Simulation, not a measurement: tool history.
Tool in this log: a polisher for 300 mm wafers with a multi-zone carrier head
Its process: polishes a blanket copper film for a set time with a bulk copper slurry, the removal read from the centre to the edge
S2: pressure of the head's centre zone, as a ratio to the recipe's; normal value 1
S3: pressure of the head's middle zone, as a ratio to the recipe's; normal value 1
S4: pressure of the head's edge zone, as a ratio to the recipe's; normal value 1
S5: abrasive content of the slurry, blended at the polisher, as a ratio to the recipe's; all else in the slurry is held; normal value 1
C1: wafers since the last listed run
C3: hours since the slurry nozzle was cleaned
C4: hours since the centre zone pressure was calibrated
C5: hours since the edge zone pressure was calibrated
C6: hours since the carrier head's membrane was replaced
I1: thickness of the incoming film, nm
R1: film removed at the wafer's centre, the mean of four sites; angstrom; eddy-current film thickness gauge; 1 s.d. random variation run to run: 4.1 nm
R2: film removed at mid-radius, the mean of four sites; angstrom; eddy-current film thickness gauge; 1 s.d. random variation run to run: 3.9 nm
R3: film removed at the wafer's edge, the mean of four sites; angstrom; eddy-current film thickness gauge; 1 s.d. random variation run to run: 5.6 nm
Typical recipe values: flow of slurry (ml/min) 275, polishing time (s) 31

Run 1, hour 0: usual settings but S3 1.06, S4 1.06, polishing time (s) 42; C1 0; wafers polished on this pad 4276; C3 377.2; C4 94; C5 907.2; C6 588.1; I1 2904.4. Result: R1 5255 angstrom, R2 5527 angstrom, R3 5225 angstrom.
Run 2, hour 89.3: usual settings but S2 0.9, S4 0.92, polishing time (s) 26; C1 872; wafers polished on this pad 5149; C3 466.5; C4 183.3; C5 996.5; C6 677.4; I1 2951.7. Result: R1 2867 angstrom, R2 3296 angstrom, R3 3110 angstrom.
Run 3, hour 146.3: usual settings but S4 0.95; C1 557; wafers polished on this pad 5706; C3 523.5; C4 240.3; C5 1053.5; C6 734.4; I1 2945.7. Result: R1 3798 angstrom, R2 3841 angstrom, R3 3650 angstrom.
Run 4, hour 212.6: usual settings but S5 1.25; C1 647; wafers polished on this pad 6354; C3 589.8; C4 306.6; C5 1119.8; C6 800.7; I1 2909.5. Result: R1 3906 angstrom, R2 4120 angstrom, R3 3965 angstrom.
Run 5, hour 272.5: usual settings but S2 1.08, S5 0.8; C1 585; wafers polished on this pad 6939; C3 649.7; C4 366.5; C5 1179.7; C6 860.6; I1 2957.2. Result: R1 3915 angstrom, R2 3634 angstrom, R3 3536 angstrom.
At hour 278.3: edge zone pressure recalibrated.
At hour 309.6: worn pad replaced by a new one.
Run 6, hour 329.7: usual settings but flow of slurry (ml/min) 360, S2 0.89, polishing time (s) 40; C1 500; wafers polished on this pad 196; C3 706.9; C4 423.7; C5 51.4; C6 917.8; I1 2927.4. Result: R1 4333 angstrom, R2 5171 angstrom, R3 5073 angstrom.
Run 7, hour 374: usual settings but S4 0.97; C1 432; wafers polished on this pad 629; C3 751.2; C4 468; C5 95.7; C6 962.1; I1 2972.5. Result: R1 3745 angstrom, R2 3911 angstrom, R3 3641 angstrom.
Run 8, hour 413.1: usual settings but flow of slurry (ml/min) 370, S2 0.89, S3 1.04; C1 382; wafers polished on this pad 1011; C3 790.3; C4 507.1; C5 134.8; C6 1001.2; I1 2873.7. Result: R1 3432 angstrom, R2 4128 angstrom, R3 3781 angstrom.
Run 9, hour 450.1: usual settings but flow of slurry (ml/min) 225, S3 0.92, S4 1.07; C1 361; wafers polished on this pad 1372; C3 827.3; C4 544.1; C5 171.8; C6 1038.2; I1 2927.3. Result: R1 3547 angstrom, R2 3512 angstrom, R3 3803 angstrom.
At hour 484.4: slurry nozzle cleaned.
Run 10, hour 488.5: usual settings but flow of slurry (ml/min) 345, S4 1.12, S5 1.2, polishing time (s) 39; C1 365; wafers polished on this pad 1738; C3 4.1; C4 582.5; C5 210.2; C6 1076.6; I1 2938.1. Result: R1 5073 angstrom, R2 5171 angstrom, R3 5116 angstrom.
Run 11, hour 550.9: usual settings but flow of slurry (ml/min) 335; C1 609; wafers polished on this pad 2348; C3 66.5; C4 644.9; C5 272.6; C6 1139; I1 2930.8. Result: R1 3801 angstrom, R2 3943 angstrom, R3 3817 angstrom.
Run 12, hour 627.8: usual settings but S2 0.93, S3 0.89, S4 0.97, polishing time (s) 26; C1 751; wafers polished on this pad 3099; C3 143.4; C4 721.8; C5 349.5; C6 1215.9; I1 2880.8. Result: R1 2843 angstrom, R2 2964 angstrom, R3 3164 angstrom.
Run 13, hour 733.6: usual settings but flow of slurry (ml/min) 215, S2 0.95, S4 0.97, polishing time (s) 35; C1 1033; wafers polished on this pad 4133; C3 249.2; C4 827.6; C5 455.3; C6 1321.7; I1 2950.2. Result: R1 3715 angstrom, R2 4291 angstrom, R3 4228 angstrom.
Run 14, hour 807.2: usual settings; C1 719; wafers polished on this pad 4852; C3 322.8; C4 901.2; C5 528.9; C6 1395.3; I1 2892.1. Result: R1 3518 angstrom, R2 3893 angstrom, R3 3837 angstrom.
Run 15, hour 899.4: usual settings but S2 0.95, S3 0.95, polishing time (s) 21; C1 901; wafers polished on this pad 5754; C3 415; C4 993.4; C5 621.1; C6 1487.5; I1 2887.4. Result: R1 2258 angstrom, R2 2525 angstrom, R3 2634 angstrom.
At hour 911.9: carrier head's membrane replaced by a new one.
Run 16, hour 943.1: usual settings; C1 378; wafers polished on this pad 6132; C3 458.7; C4 1037.1; C5 664.8; C6 31.2; I1 2914.1. Result: R1 3482 angstrom, R2 3840 angstrom, R3 3771 angstrom.
Run 17, hour 987.8: usual settings but S3 1.1; C1 436; wafers polished on this pad 6569; C3 503.4; C4 1081.8; C5 709.5; C6 75.9; I1 2961.9. Result: R1 3536 angstrom, R2 4144 angstrom, R3 3785 angstrom.
Run 18, hour 1058.2: usual settings; C1 688; wafers polished on this pad 7257; C3 573.8; C4 1152.2; C5 779.9; C6 146.3; I1 2925.1. Result: R1 3467 angstrom, R2 3897 angstrom, R3 3764 angstrom.
At hour 1109.6: worn pad replaced by a new one.
Run 19, hour 1111.5: usual settings but S3 1.05, S4 0.91, S5 1.2; C1 481; wafers polished on this pad 18; C3 627.1; C4 1205.5; C5 833.2; C6 199.6; I1 2925.4. Result: R1 3701 angstrom, R2 4122 angstrom, R3 3862 angstrom.
At hour 1144: centre zone pressure recalibrated.
Run 20, hour 1183.7: usual settings but S2 0.92, S5 1.15; C1 686; wafers polished on this pad 704; C3 699.3; C4 39.7; C5 905.4; C6 271.8; I1 2896.1. Result: R1 3596 angstrom, R2 4000 angstrom, R3 3781 angstrom.
Run 21, hour 1220.4: usual settings but S2 0.96, S3 0.91, S4 0.93; C1 358; wafers polished on this pad 1063; C3 736; C4 76.4; C5 942.1; C6 308.5; I1 2881.9. Result: R1 3630 angstrom, R2 3622 angstrom, R3 3752 angstrom.
Run 22, hour 1285.9: usual settings but S2 1.04, S3 0.95, S5 1.25; C1 640; wafers polished on this pad 1703; C3 801.5; C4 141.9; C5 1007.6; C6 374; I1 2939.8. Result: R1 4098 angstrom, R2 3874 angstrom, R3 3949 angstrom.

Each row is a separate what-if for the run after 22, all from the same tool condition, not one after another. Results?
Run A, hour 1286.3: usual settings; C1 3; wafers polished on this pad 1707; C3 801.9; C4 142.3; C5 1008; C6 374.4; I1 2898. Result: R1 ?, R2 ?, R3 ?.
Run B, hour 1286.3: usual settings but S5 1.2, polishing time (s) 22; C1 3; wafers polished on this pad 1707; C3 801.9; C4 142.3; C5 1008; C6 374.4; I1 2898. Result: R1 ?, R2 ?, R3 ?.
Run C, hour 1286.3: usual settings but S4 1.09; C1 3; wafers polished on this pad 1707; C3 801.9; C4 142.3; C5 1008; C6 374.4; I1 2898. Result: R1 ?, R2 ?, R3 ?.

run    R1    R2    R3
  A  3814  3894  3680
  B  2812  2871  2713
  C  3814  3894  3769
Had the tool no hidden state, the same runs would have come out as:
run    R1    R2    R3
  A  3876  3894  3680
  B  2858  2871  2713
  C  3876  3893  3769
